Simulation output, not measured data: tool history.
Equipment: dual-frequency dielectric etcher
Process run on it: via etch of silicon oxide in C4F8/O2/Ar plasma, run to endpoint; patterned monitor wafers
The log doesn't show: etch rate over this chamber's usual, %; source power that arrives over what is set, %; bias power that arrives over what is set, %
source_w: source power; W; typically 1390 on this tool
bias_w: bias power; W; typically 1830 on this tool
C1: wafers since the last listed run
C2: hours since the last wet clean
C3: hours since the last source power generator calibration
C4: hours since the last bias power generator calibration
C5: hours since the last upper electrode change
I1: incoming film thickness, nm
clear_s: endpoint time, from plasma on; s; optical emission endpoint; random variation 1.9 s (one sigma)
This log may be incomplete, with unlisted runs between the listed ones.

run 1 hour=0 | source_w=1480 bias_w=1830 | C1=0 C2=68.5 C3=1188.8 C4=3706.5 C5=4479.9 | I1=1188 | clear_s=252.4
run 2 hour=23.4 | source_w=1480 bias_w=1830 | C1=139 C2=91.9 C3=1212.2 C4=3729.9 C5=4503.3 | I1=1178.2 | clear_s=249.2
run 3 hour=45.2 | source_w=1310 bias_w=1830 | C1=129 C2=113.7 C3=1234 C4=3751.7 C5=4525.1 | I1=1178.5 | clear_s=253.8
run 4 hour=79.4 | source_w=1310 bias_w=1830 | C1=203 C2=147.9 C3=1268.2 C4=3785.9 C5=4559.3 | I1=1184 | clear_s=254.1
run 5 hour=93.7 | source_w=1310 bias_w=1830 | C1=85 C2=162.2 C3=1282.5 C4=3800.2 C5=4573.6 | I1=1182.8 | clear_s=256.1
run 6 hour=107 | source_w=1390 bias_w=1830 | C1=79 C2=175.5 C3=1295.8 C4=3813.5 C5=4586.9 | I1=1171.9 | clear_s=250.2
run 7 hour=120.9 | source_w=1390 bias_w=1830 | C1=82 C2=189.4 C3=1309.7 C4=3827.4 C5=4600.8 | I1=1167.4 | clear_s=250.4
run 8 hour=154.8 | source_w=1390 bias_w=1830 | C1=201 C2=223.3 C3=1343.6 C4=3861.3 C5=4634.7 | I1=1194.5 | clear_s=255.3
run 9 hour=179 | source_w=1390 bias_w=1830 | C1=144 C2=247.5 C3=1367.8 C4=3885.5 C5=4658.9 | I1=1182.1 | clear_s=250.5
run 10 hour=195 | source_w=1390 bias_w=1830 | C1=95 C2=263.5 C3=1383.8 C4=3901.5 C5=4674.9 | I1=1189 | clear_s=254.1
run 11 hour=210.4 | source_w=1390 bias_w=1484 | C1=91 C2=278.9 C3=1399.2 C4=3916.9 C5=4690.3 | I1=1187 | clear_s=267.5
run 12 hour=245.4 | source_w=1630 bias_w=2043 | C1=208 C2=313.9 C3=1434.2 C4=3951.9 C5=4725.3 | I1=1168.7 | clear_s=233.4
run 13 hour=265.1 | source_w=1120 bias_w=1830 | C1=117 C2=333.6 C3=1453.9 C4=3971.6 C5=4745 | I1=1177.5 | clear_s=264.8
-- hour=292.6 wet clean of the chamber
run 14 hour=293.1 | source_w=1120 bias_w=1830 | C1=23 C2=0.5 C3=1481.9 C4=3999.6 C5=4773 | I1=1185.3 | clear_s=266.4
-- hour=303.8 bias power generator calibrated
-- hour=332.6 upper electrode replaced
run 15 hour=333.1 | source_w=1630 bias_w=1649 | C1=71 C2=40.5 C3=1521.9 C4=29.3 C5=0.5 | I1=1190.7 | clear_s=253.5
run 16 hour=357.3 | source_w=1570 bias_w=2244 | C1=144 C2=64.7 C3=1546.1 C4=53.5 C5=24.7 | I1=1184.4 | clear_s=233.8
run 17 hour=380.8 | source_w=1740 bias_w=1412 | C1=139 C2=88.2 C3=1569.6 C4=77 C5=48.2 | I1=1171.8 | clear_s=253.3
run 18 hour=414.7 | source_w=1080 bias_w=1618 | C1=201 C2=122.1 C3=1603.5 C4=110.9 C5=82.1 | I1=1165 | clear_s=273.2
run 19 hour=448.3 | source_w=1390 bias_w=1485 | C1=199 C2=155.7 C3=1637.1 C4=144.5 C5=115.7 | I1=1182.5 | clear_s=267.3

Run 20 is up next; what results do you expect?
run 20 hour=468.3 | source_w=1390 bias_w=1830 | C1=119 C2=175.7 C3=1657.1 C4=164.5 C5=135.7 | I1=1181.2 | clear_s=?

clear_s: 251.6 s
Take away the tool's hidden state, keep the run-to-run variation as it was, and the same run would have given clear_s 251.6 s.
